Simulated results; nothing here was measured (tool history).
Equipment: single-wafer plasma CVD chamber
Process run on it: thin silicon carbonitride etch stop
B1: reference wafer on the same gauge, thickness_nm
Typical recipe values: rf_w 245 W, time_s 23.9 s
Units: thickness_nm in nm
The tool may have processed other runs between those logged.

run 1 hour=0 | rf_w=260 time_s=20.5 | B1=12.911 | thickness_nm=13.638
run 2 hour=12.8 | rf_w=260 time_s=20.5 | B1=12.91 | thickness_nm=13.579
run 3 hour=26.4 | rf_w=260 time_s=20.5 | B1=12.909 | thickness_nm=13.631
run 4 hour=61 | rf_w=245 time_s=23.9 | B1=12.931 | thickness_nm=15.682
run 5 hour=90.9 | rf_w=245 time_s=23.9 | B1=12.928 | thickness_nm=15.561
run 6 hour=109.3 | rf_w=245 time_s=23.9 | B1=12.927 | thickness_nm=15.667
run 7 hour=124.3 | rf_w=245 time_s=27.4 | B1=12.927 | thickness_nm=17.847
run 8 hour=137.6 | rf_w=245 time_s=23.9 | B1=12.942 | thickness_nm=15.688
run 9 hour=160.5 | rf_w=245 time_s=23.9 | B1=12.943 | thickness_nm=15.669
run 10 hour=195.9 | rf_w=245 time_s=23.9 | B1=12.952 | thickness_nm=15.583
-- hour=233.2 thermocouple changed; heater temperature recalibrated
run 11 hour=233.7 | rf_w=245 time_s=23.9 | B1=12.949 | thickness_nm=15.672
run 12 hour=257.9 | rf_w=225 time_s=23.9 | B1=12.952 | thickness_nm=15.251
-- hour=273.8 gauge calibrated
run 13 hour=275.5 | rf_w=225 time_s=23.9 | B1=12.61 | thickness_nm=14.816
run 14 hour=300.3 | rf_w=245 time_s=20.6 | B1=12.637 | thickness_nm=13.144
run 15 hour=328.8 | rf_w=245 time_s=22.6 | B1=12.672 | thickness_nm=14.501
run 16 hour=359.7 | rf_w=260 time_s=20.5 | B1=12.709 | thickness_nm=13.428
run 17 hour=372.2 | rf_w=265 time_s=26.7 | B1=12.735 | thickness_nm=17.649
-- hour=386 showerhead replaced
run 18 hour=394.2 | rf_w=225 time_s=23.9 | B1=12.752 | thickness_nm=15.081
run 19 hour=418 | rf_w=245 time_s=23.9 | B1=12.77 | thickness_nm=15.36
run 20 hour=433 | rf_w=205 time_s=28.3 | B1=12.792 | thickness_nm=17.35
-- hour=513.4 RF generator calibrated
run 21 hour=524.4 | rf_w=245 time_s=20.5 | B1=12.854 | thickness_nm=13.283
run 22 hour=544.1 | rf_w=245 time_s=23.9 | B1=12.855 | thickness_nm=15.503
run 23 hour=559 | rf_w=285 time_s=19.6 | B1=12.87 | thickness_nm=13.311
run 24 hour=577.3 | rf_w=245 time_s=23.9 | B1=12.866 | thickness_nm=15.592
run 25 hour=596.8 | rf_w=260 time_s=19.3 | B1=12.881 | thickness_nm=12.829
run 26 hour=624.7 | rf_w=245 time_s=23.9 | B1=12.894 | thickness_nm=15.596
run 27 hour=641 | rf_w=275 time_s=19.4 | B1=12.892 | thickness_nm=13.11
run 28 hour=674 | rf_w=285 time_s=23.9 | B1=12.918 | thickness_nm=16.299
run 29 hour=694.8 | rf_w=215 time_s=27 | B1=12.909 | thickness_nm=17.019

Pick out some run-to-run changes in thickness_nm. Of each, how much would a tool without hidden state show as well, from the settings, what came in and chance, and how much is left for the hidden state and any gauge scatter not in both results compared?
Hidden state present: wafer temperature above the value expected at the setpoint (K); delivered RF power above the setpoint (%); gauge reads high (%).
Run 12 -> 13: gauge calibrated. thickness_nm -0.435 nm: hidden state -0.41, all else -0.025.
Run 16 -> 17: rf_w 260 -> 265, time_s 20.5 -> 26.7. thickness_nm +4.221 nm: hidden state +0.057, all else +4.164.
Run 20 -> 21: rf_w 205 -> 245, time_s 28.3 -> 20.5, RF generator calibrated. thickness_nm -4.067 nm: hidden state +0.004, all else -4.071.
Run 27 -> 28: rf_w 275 -> 285, time_s 19.4 -> 23.9. thickness_nm +3.189 nm: hidden state +0.087, all else +3.102.
